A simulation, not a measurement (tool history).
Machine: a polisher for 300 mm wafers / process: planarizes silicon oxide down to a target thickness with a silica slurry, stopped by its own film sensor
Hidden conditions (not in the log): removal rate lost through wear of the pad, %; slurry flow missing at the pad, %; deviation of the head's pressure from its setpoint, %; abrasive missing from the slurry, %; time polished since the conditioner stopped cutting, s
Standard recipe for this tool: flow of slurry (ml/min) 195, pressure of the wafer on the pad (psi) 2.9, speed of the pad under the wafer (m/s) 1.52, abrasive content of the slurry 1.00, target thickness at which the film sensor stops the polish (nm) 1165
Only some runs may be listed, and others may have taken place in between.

run,hour,flow of slurry (ml/min),pressure of the wafer on the pad (psi),speed of the pad under the wafer (m/s),abrasive content of the slurry,target thickness at which the film sensor stops the polish (nm),wafers since the last listed run,wafers polished on this pad,hours since the slurry nozzle was cleaned,hours since the head pressure was calibrated,hours since the slurry blender was calibrated,hours since the conditioning disc was replaced,"incoming thickness of the incoming film, nm",time until the film sensor stopped the polish (s)
1,0.0,195,2.9,1.18,1.00,1165,0,284,493.0,1045.0,64.3,269.3,1383.3,118.6
2,27.7,195,2.9,1.52,0.80,1165,273,557,520.7,1072.7,92.0,297.0,1371.5,105.5
3,54.5,195,2.9,1.52,0.80,1165,264,821,547.5,1099.5,118.8,323.8,1396.7,119.4
# hour 58.5: slurry blender recalibrated
# hour 68.0: worn pad replaced by a new one
4,79.1,195,2.9,1.52,0.80,1165,183,109,572.1,1124.1,20.6,348.4,1379.2,111.0
5,92.2,195,2.9,1.52,1.15,1165,129,238,585.2,1137.2,33.7,361.5,1385.2,97.2
6,104.8,195,2.9,1.52,1.15,1165,124,362,597.8,1149.8,46.3,374.1,1377.6,96.9
7,129.4,195,2.9,1.52,1.15,1165,242,605,622.4,1174.4,70.9,398.7,1359.7,89.7
# hour 140.3: head pressure recalibrated
8,153.7,195,2.9,1.52,1.00,1165,219,825,646.7,13.4,95.2,423.0,1353.5,88.3
# hour 163.8: worn pad replaced by a new one
# hour 165.3: slurry blender recalibrated
9,172.3,195,2.9,1.52,1.00,1165,129,69,665.3,32.0,7.0,441.6,1369.1,96.9
10,188.2,235,3.7,1.52,0.80,1094,156,226,681.2,47.9,22.9,457.5,1349.5,104.3
# hour 204.6: conditioning disc replaced and pad reconditioned
11,214.1,195,2.9,1.52,1.00,1165,235,461,707.1,73.8,48.8,9.5,1350.6,77.2
12,247.9,160,2.3,1.52,1.00,1165,333,795,740.9,107.6,82.6,43.3,1388.9,121.8
13,261.2,195,2.9,1.52,1.00,1165,131,926,754.2,120.9,95.9,56.6,1357.5,81.5
# hour 272.7: worn pad replaced by a new one
# hour 286.4: slurry blender recalibrated
14,291.6,195,2.9,1.98,1.00,1165,240,166,784.6,151.3,5.2,87.0,1366.9,74.9
# hour 320.6: slurry nozzle cleaned
15,325.1,195,2.2,1.12,1.25,1165,320,487,4.5,184.8,38.7,120.5,1375.1,138.6
16,345.1,240,3.4,1.72,1.00,1217,197,684,24.5,204.8,58.7,140.5,1369.5,54.3
17,370.0,155,2.9,1.52,1.00,1165,245,930,49.4,229.7,83.6,165.4,1396.7,109.9
# hour 380.5: worn pad replaced by a new one
18,394.4,135,3.8,1.52,0.85,1197,201,137,73.8,254.1,108.0,189.8,1362.0,68.4
# hour 401.0: slurry blender recalibrated
19,429.3,195,2.9,1.68,0.90,1165,324,461,108.7,289.0,28.3,224.7,1375.8,95.8

Here are 5 independent what-if runs from the current tool condition. What would each one return?
A,429.7,195,2.9,1.52,1.00,1165,3,465,109.1,289.4,28.7,225.1,1391.9,?
B,429.7,195,2.9,1.80,1.00,1165,3,465,109.1,289.4,28.7,225.1,1391.9,?
C,429.7,145,2.9,1.52,1.00,1165,3,465,109.1,289.4,28.7,225.1,1391.9,?
D,429.7,195,2.2,1.52,1.00,1165,3,465,109.1,289.4,28.7,225.1,1391.9,?
E,429.7,195,2.9,1.14,1.00,1210,3,465,109.1,289.4,28.7,225.1,1391.9,?

run,time until the film sensor stopped the polish (s)
A,104.1
B,93.8
C,109.7
D,132.3
E,99.8
With the hidden condition removed and each run's random variation left untouched, the same runs would have given:
run,time until the film sensor stopped the polish (s)
A,90.4
B,79.9
C,95.3
D,118.0
E,89.0
